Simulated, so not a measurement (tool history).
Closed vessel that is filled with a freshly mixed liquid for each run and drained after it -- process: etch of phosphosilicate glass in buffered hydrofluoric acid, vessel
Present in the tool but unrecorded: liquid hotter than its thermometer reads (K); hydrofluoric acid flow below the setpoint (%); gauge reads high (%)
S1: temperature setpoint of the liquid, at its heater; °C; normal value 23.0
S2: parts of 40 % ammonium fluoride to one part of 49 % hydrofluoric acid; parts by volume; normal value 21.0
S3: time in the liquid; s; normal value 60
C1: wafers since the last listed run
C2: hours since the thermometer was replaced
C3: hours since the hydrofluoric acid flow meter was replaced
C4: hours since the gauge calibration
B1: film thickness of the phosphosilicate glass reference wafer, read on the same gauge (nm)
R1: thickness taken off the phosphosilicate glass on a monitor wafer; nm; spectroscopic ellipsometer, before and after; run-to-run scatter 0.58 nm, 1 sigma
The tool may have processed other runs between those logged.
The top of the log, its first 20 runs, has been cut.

run 21 day=49.925 | S1=23.0 S2=21.0 S3=60 | C1=4448 C2=653.4 C3=280.2 C4=1051.9 | B1=150.01 | R1=169.13
run 22 day=52.579 | S1=23.0 S2=29.5 S3=60 | C1=8483 C2=717.1 C3=343.9 C4=1115.6 | B1=149.98 | R1=133.83
run 23 day=54.725 | S1=23.0 S2=24.5 S3=60 | C1=6858 C2=768.6 C3=395.4 C4=1167.1 | B1=150.01 | R1=151.89
-- day=54.908 gauge calibrated
run 24 day=57.050 | S1=25.5 S2=21.0 S3=60 | C1=7431 C2=824.4 C3=451.2 C4=51.4 | B1=150.00 | R1=193.49
run 25 day=58.704 | S1=25.5 S2=17.0 S3=60 | C1=5287 C2=864.1 C3=490.9 C4=91.1 | B1=150.00 | R1=233.60
run 26 day=60.350 | S1=25.5 S2=21.0 S3=85 | C1=5260 C2=903.6 C3=530.4 C4=130.6 | B1=149.98 | R1=272.25
run 27 day=61.854 | S1=27.0 S2=18.5 S3=30 | C1=4807 C2=939.7 C3=566.5 C4=166.7 | B1=150.01 | R1=115.49
run 28 day=63.071 | S1=26.5 S2=24.5 S3=60 | C1=3888 C2=968.9 C3=595.7 C4=195.9 | B1=149.96 | R1=183.05
run 29 day=65.317 | S1=23.0 S2=27.0 S3=60 | C1=7178 C2=1022.8 C3=649.6 C4=249.8 | B1=150.00 | R1=141.68
run 30 day=67.400 | S1=23.0 S2=14.5 S3=35 | C1=6659 C2=1072.8 C3=699.6 C4=299.8 | B1=150.02 | R1=138.16
run 31 day=70.296 | S1=23.0 S2=21.0 S3=35 | C1=9256 C2=1142.3 C3=769.1 C4=369.3 | B1=150.01 | R1=97.25
run 32 day=71.475 | S1=23.0 S2=21.0 S3=60 | C1=3769 C2=1170.6 C3=797.4 C4=397.6 | B1=150.02 | R1=167.93
run 33 day=73.754 | S1=26.0 S2=21.0 S3=30 | C1=7284 C2=1225.3 C3=852.1 C4=452.3 | B1=150.01 | R1=98.52

Consider 3 possible next runs. They are alternatives, not a sequence: every one starts from the tool as it was left by run 33. What does each give?
run A day=73.783 | S1=23.0 S2=18.0 S3=60 | C1=93 C2=1226.0 C3=852.8 C4=453.0 | B1=? | R1=?
run B day=73.783 | S1=25.0 S2=15.0 S3=30 | C1=93 C2=1226.0 C3=852.8 C4=453.0 | B1=? | R1=?
run C day=73.783 | S1=25.5 S2=18.5 S3=75 | C1=93 C2=1226.0 C3=852.8 C4=453.0 | B1=? | R1=?

run=A B1=149.96 R1=191.97
run=B B1=149.96 R1=128.13
run=C B1=149.96 R1=267.75
What these runs would have given with no unlogged condition in the tool:
run=A R1=196.19
run=B R1=130.93
run=C R1=273.63

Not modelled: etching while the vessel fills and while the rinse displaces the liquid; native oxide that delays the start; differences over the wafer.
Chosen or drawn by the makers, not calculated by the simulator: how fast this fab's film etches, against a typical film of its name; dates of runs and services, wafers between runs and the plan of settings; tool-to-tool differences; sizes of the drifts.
